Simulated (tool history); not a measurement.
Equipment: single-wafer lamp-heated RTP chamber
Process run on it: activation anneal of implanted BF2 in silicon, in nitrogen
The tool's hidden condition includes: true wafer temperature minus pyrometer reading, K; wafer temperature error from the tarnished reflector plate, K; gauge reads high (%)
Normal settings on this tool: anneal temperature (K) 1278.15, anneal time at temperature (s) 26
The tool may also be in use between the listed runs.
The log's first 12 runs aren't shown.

run	day	anneal temperature (K)	anneal time at temperature (s)	wafers since the last listed run	wafers since the last pyrometer calibration	wafers since the reflector plate was cleaned	hours since the gauge calibration	read-back reference wafer on the same gauge, sheet resistance	sheet resistance of the implanted and annealed layer (ohm/square)
# day 10.279: reflector plate cleaned
13	10.567	1278.15	26	87	5721	67	530.8	874.17	757.47
# day 10.675: gauge calibrated
14	11.65	1302.15	26	251	5972	318	23.4	890.75	762.74
15	12.575	1302.15	26	214	6187	532	45.6	889.01	763.56
16	13.642	1278.15	21	247	6434	779	71.2	887.23	774.09
17	14.158	1252.15	17	119	6554	899	83.6	886.07	774.18
18	15.229	1278.15	26	248	6802	1148	109.3	884.81	768.34
19	16.308	1254.15	34	250	7052	1398	135.2	883.64	762.6
# day 17.121: pyrometer window cleaned and pyrometer calibrated
20	17.479	1290.15	36	194	83	1592	163.3	882.7	755.3
21	18.675	1253.15	15	277	360	1869	192	881.62	772.57
22	19.929	1290.15	36	290	651	2160	222.1	880.68	753.54
23	20.867	1278.15	26	217	868	2377	244.6	880.35	763.41
24	21.517	1255.15	18	150	1019	2528	260.2	880.07	768.63
25	22.112	1250.15	12	138	1157	2666	274.5	879.53	773.44
26	22.712	1278.15	26	139	1296	2805	288.9	879.38	763.95
27	23.429	1278.15	38	166	1462	2971	306.1	879.26	754.05
28	24.658	1288.15	26	284	1747	3256	335.6	878.77	760.06
29	25.492	1278.15	26	193	1940	3449	355.6	878.87	763.48
30	26.204	1249.15	26	165	2106	3615	372.7	878.62	763.9
31	27.221	1302.15	20	235	2341	3850	397.1	878.33	761.51
32	28.667	1278.15	14	335	2677	4186	431.8	877.84	773.03

What if the next run were any one of these 4? Each begins from the tool's condition after run 32:
A	28.683	1253.15	26	3	2680	4189	432.2	?	?
B	28.683	1278.15	34	3	2680	4189	432.2	?	?
C	28.683	1263.15	13	3	2680	4189	432.2	?	?
D	28.683	1278.15	36	3	2680	4189	432.2	?	?

run	read-back reference wafer on the same gauge, sheet resistance	sheet resistance of the implanted and annealed layer (ohm/square)
A	878.12	762.49
B	878.12	756.49
C	878.12	772.03
D	878.12	755.11
Stripped of hidden state, with their random variation kept, the same runs would have yielded:
run	sheet resistance of the implanted and annealed layer (ohm/square)
A	775.54
B	769.43
C	785.24
D	768.03

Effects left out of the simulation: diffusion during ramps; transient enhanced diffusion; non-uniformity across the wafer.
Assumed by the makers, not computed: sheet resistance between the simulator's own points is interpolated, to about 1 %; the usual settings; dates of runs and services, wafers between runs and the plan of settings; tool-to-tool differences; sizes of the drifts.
